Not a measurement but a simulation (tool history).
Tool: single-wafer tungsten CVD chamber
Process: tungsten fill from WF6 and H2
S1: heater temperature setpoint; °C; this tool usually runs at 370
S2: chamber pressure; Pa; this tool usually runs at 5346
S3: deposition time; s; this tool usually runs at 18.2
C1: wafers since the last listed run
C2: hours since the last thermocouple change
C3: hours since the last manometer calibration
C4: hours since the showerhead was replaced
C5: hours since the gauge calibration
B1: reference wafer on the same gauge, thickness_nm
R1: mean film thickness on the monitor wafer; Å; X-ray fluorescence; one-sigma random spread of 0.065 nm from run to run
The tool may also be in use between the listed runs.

Run 1, hour 0: usual settings; C1 0; C2 1053.5; C3 1023; C4 4270.2; C5 232.1; B1 29.026. Result: R1 365.57 Å.
Run 2, hour 6.8: usual settings; C1 139; C2 1060.3; C3 1029.8; C4 4277; C5 238.9; B1 28.995. Result: R1 364.95 Å.
Run 3, hour 23.3: usual settings; C1 339; C2 1076.8; C3 1046.3; C4 4293.5; C5 255.4; B1 28.997. Result: R1 365.1 Å.
Run 4, hour 32.8: usual settings; C1 195; C2 1086.3; C3 1055.8; C4 4303; C5 264.9; B1 29.006. Result: R1 365.98 Å.
Run 5, hour 46.5: usual settings; C1 281; C2 1100; C3 1069.5; C4 4316.7; C5 278.6; B1 29. Result: R1 365.44 Å.
Run 6, hour 53.3: usual settings; C1 139; C2 1106.8; C3 1076.3; C4 4323.5; C5 285.4; B1 29.003. Result: R1 365.72 Å.
Run 7, hour 69.7: usual settings; C1 337; C2 1123.2; C3 1092.7; C4 4339.9; C5 301.8; B1 28.977. Result: R1 365.41 Å.
Run 8, hour 77.8: usual settings; C1 166; C2 1131.3; C3 1100.8; C4 4348; C5 309.9; B1 28.989. Result: R1 365.31 Å.
Run 9, hour 86.1: usual settings; C1 170; C2 1139.6; C3 1109.1; C4 4356.3; C5 318.2; B1 28.986. Result: R1 364.98 Å.
At hour 103.9: thermocouple changed; heater temperature recalibrated.
Run 10, hour 104.4: usual settings; C1 211; C2 0.5; C3 1127.4; C4 4374.6; C5 336.5; B1 28.975. Result: R1 356.08 Å.
At hour 110.8: gauge calibrated.
Run 11, hour 115: usual settings; C1 217; C2 11.1; C3 1138; C4 4385.2; C5 4.2; B1 28.97. Result: R1 354.39 Å.
Run 12, hour 123.2: usual settings but S3 19.1 s; C1 168; C2 19.3; C3 1146.2; C4 4393.4; C5 12.4; B1 28.959. Result: R1 372.85 Å.
Run 13, hour 139.1: usual settings; C1 326; C2 35.2; C3 1162.1; C4 4409.3; C5 28.3; B1 29.002. Result: R1 355.14 Å.
Run 14, hour 150.5: usual settings but S1 364 °C; C1 234; C2 46.6; C3 1173.5; C4 4420.7; C5 39.7; B1 28.997. Result: R1 316.13 Å.
Run 15, hour 167.9: usual settings; C1 357; C2 64; C3 1190.9; C4 4438.1; C5 57.1; B1 29.003. Result: R1 355.47 Å.
Run 16, hour 176: usual settings but S2 4306 Pa; C1 166; C2 72.1; C3 1199; C4 4446.2; C5 65.2; B1 28.992. Result: R1 312.97 Å.
Run 17, hour 187.5: usual settings but S2 4306 Pa; C1 236; C2 83.6; C3 1210.5; C4 4457.7; C5 76.7; B1 29.018. Result: R1 314.36 Å.
At hour 206.3: showerhead replaced.
At hour 207.8: capacitance manometer re-zeroed and calibrated.
Run 18, hour 208.3: usual settings but S1 380 °C, S3 21.7 s; C1 232; C2 104.4; C3 0.5; C4 2; C5 97.5; B1 29.015. Result: R1 490.97 Å.
Run 19, hour 217.6: usual settings but S1 364 °C, S2 6639 Pa; C1 191; C2 113.7; C3 9.8; C4 11.3; C5 106.8; B1 28.984. Result: R1 344.05 Å.
Run 20, hour 227.4: usual settings but S2 5986 Pa; C1 201; C2 123.5; C3 19.6; C4 21.1; C5 116.6; B1 29.017. Result: R1 365.53 Å.
Run 21, hour 235.6: usual settings but S1 375 °C, S2 4813 Pa, S3 16.6 s; C1 168; C2 131.7; C3 27.8; C4 29.3; C5 124.8; B1 28.975. Result: R1 321.78 Å.
Run 22, hour 249.9: usual settings but S1 378 °C, S2 4626 Pa, S3 16.4 s; C1 293; C2 146; C3 42.1; C4 43.6; C5 139.1; B1 28.987. Result: R1 329.51 Å.
Run 23, hour 273.8: usual settings but S3 15.1 s; C1 491; C2 169.9; C3 66; C4 67.5; C5 163; B1 29.031. Result: R1 286.01 Å.
Run 24, hour 281.3: usual settings but S1 385 °C, S2 6026 Pa, S3 19.4 s; C1 154; C2 177.4; C3 73.5; C4 75; C5 170.5; B1 28.998. Result: R1 518.62 Å.
Run 25, hour 293.1: usual settings but S1 355 °C, S2 6413 Pa, S3 15.2 s; C1 242; C2 189.2; C3 85.3; C4 86.8; C5 182.3; B1 28.997. Result: R1 239.22 Å.

Table of differences, measured result less the result of that run with no hidden state. Run-to-run variation is the same in both. Gauge scatter possibly is not:
The tool's hidden condition here consists of: wafer temperature above the value expected at the setpoint (K); true pressure above the setpoint (%); gauge reads high (%).
run      R1
  1  +25.32
  2  +25.38
  3  +25.63
  4  +25.83
  5  +25.98
  6   +26.1
  7   +26.3
  8  +26.41
  9   +26.5
 10  +15.34
 11  +15.42
 12  +16.35
 13  +15.78
 14  +14.22
 15  +16.19
 16  +14.63
 17  +14.84
 18   +3.03
 19   +2.63
 20   +3.23
 21   +3.21
 22   +3.88
 23   +4.22
 24   +7.87
 25   +4.16
